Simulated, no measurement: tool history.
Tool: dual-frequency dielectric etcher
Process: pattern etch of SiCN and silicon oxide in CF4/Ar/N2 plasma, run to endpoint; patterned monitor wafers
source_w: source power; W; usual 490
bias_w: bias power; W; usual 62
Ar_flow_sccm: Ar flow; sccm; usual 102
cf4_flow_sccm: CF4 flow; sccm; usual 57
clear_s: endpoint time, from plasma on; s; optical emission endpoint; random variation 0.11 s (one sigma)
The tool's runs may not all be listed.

run,hour,source_w,bias_w,Ar_flow_sccm,cf4_flow_sccm,wafers since the last listed run,hours since the last wet clean,hours since the last source power generator calibration,hours since the last bias power generator calibration,hours since the last Ar flow controller change,hours since the last CF4 flow controller change,hours since the last upper electrode change,"incoming incoming film thickness, nm",clear_s
1,0.0,490,62,112,57,0,382.4,2145.7,2109.5,3929.3,4875.7,4361.3,17.13,20.4
2,7.1,490,62,112,57,120,389.5,2152.8,2116.6,3936.4,4882.8,4368.4,17.23,20.7
3,22.6,490,62,112,57,263,405.0,2168.3,2132.1,3951.9,4898.3,4383.9,17.26,20.6
4,36.9,490,62,102,57,243,419.3,2182.6,2146.4,3966.2,4912.6,4398.2,17.15,20.0
5,43.6,490,62,102,57,113,426.0,2189.3,2153.1,3972.9,4919.3,4404.9,17.41,20.7
6,55.9,490,62,102,57,209,438.3,2201.6,2165.4,3985.2,4931.6,4417.2,17.28,20.3
7,71.6,490,62,102,57,267,454.0,2217.3,2181.1,4000.9,4947.3,4432.9,17.05,20.1
# hour 81.6: CF4 flow controller replaced
8,82.1,490,62,102,57,76,464.5,2227.8,2191.6,4011.4,0.5,4443.4,17.11,20.2
# hour 107.6: upper electrode replaced
9,108.1,490,62,102,57,34,490.5,2253.8,2217.6,4037.4,26.5,0.5,17.47,20.6
10,108.5,490,62,102,62,6,490.9,2254.2,2218.0,4037.8,26.9,0.9,17.23,20.1
11,110.9,490,58,102,50,40,493.3,2256.6,2220.4,4040.2,29.3,3.3,17.06,21.4
# hour 122.7: bias power generator calibrated
# hour 138.6: wet clean of the chamber
# hour 141.2: source power generator calibrated
12,148.5,490,62,112,57,256,9.9,7.3,25.8,4077.8,66.9,40.9,17.15,19.6
# hour 155.6: Ar flow controller replaced
13,166.0,490,77,102,62,195,27.4,24.8,43.3,10.4,84.4,58.4,17.12,17.6
14,183.7,490,62,78,53,301,45.1,42.5,61.0,28.1,102.1,76.1,17.43,19.0
15,190.3,490,57,77,57,112,51.7,49.1,67.6,34.7,108.7,82.7,17.28,18.9
16,204.9,600,62,102,57,248,66.3,63.7,82.2,49.3,123.3,97.3,17.12,17.0
17,221.4,490,62,95,57,280,82.8,80.2,98.7,65.8,139.8,113.8,17.13,19.1
18,234.9,490,62,102,57,229,96.3,93.7,112.2,79.3,153.3,127.3,17.22,19.5

4 ways to go on from here, each from the tool as it stands after run 18. What would each give?
A,235.3,490,62,102,57,6,96.7,94.1,112.6,79.7,153.7,127.7,17.10,?
B,235.3,490,62,79,57,6,96.7,94.1,112.6,79.7,153.7,127.7,17.10,?
C,235.3,540,77,88,45,6,96.7,94.1,112.6,79.7,153.7,127.7,17.10,?
D,235.3,490,62,109,70,6,96.7,94.1,112.6,79.7,153.7,127.7,17.10,?

run,clear_s
A,19.5
B,18.7
C,17.2
D,19.0
Without the tool's hidden state the same runs would have given:
run,clear_s
A,19.4
B,18.6
C,17.1
D,18.9
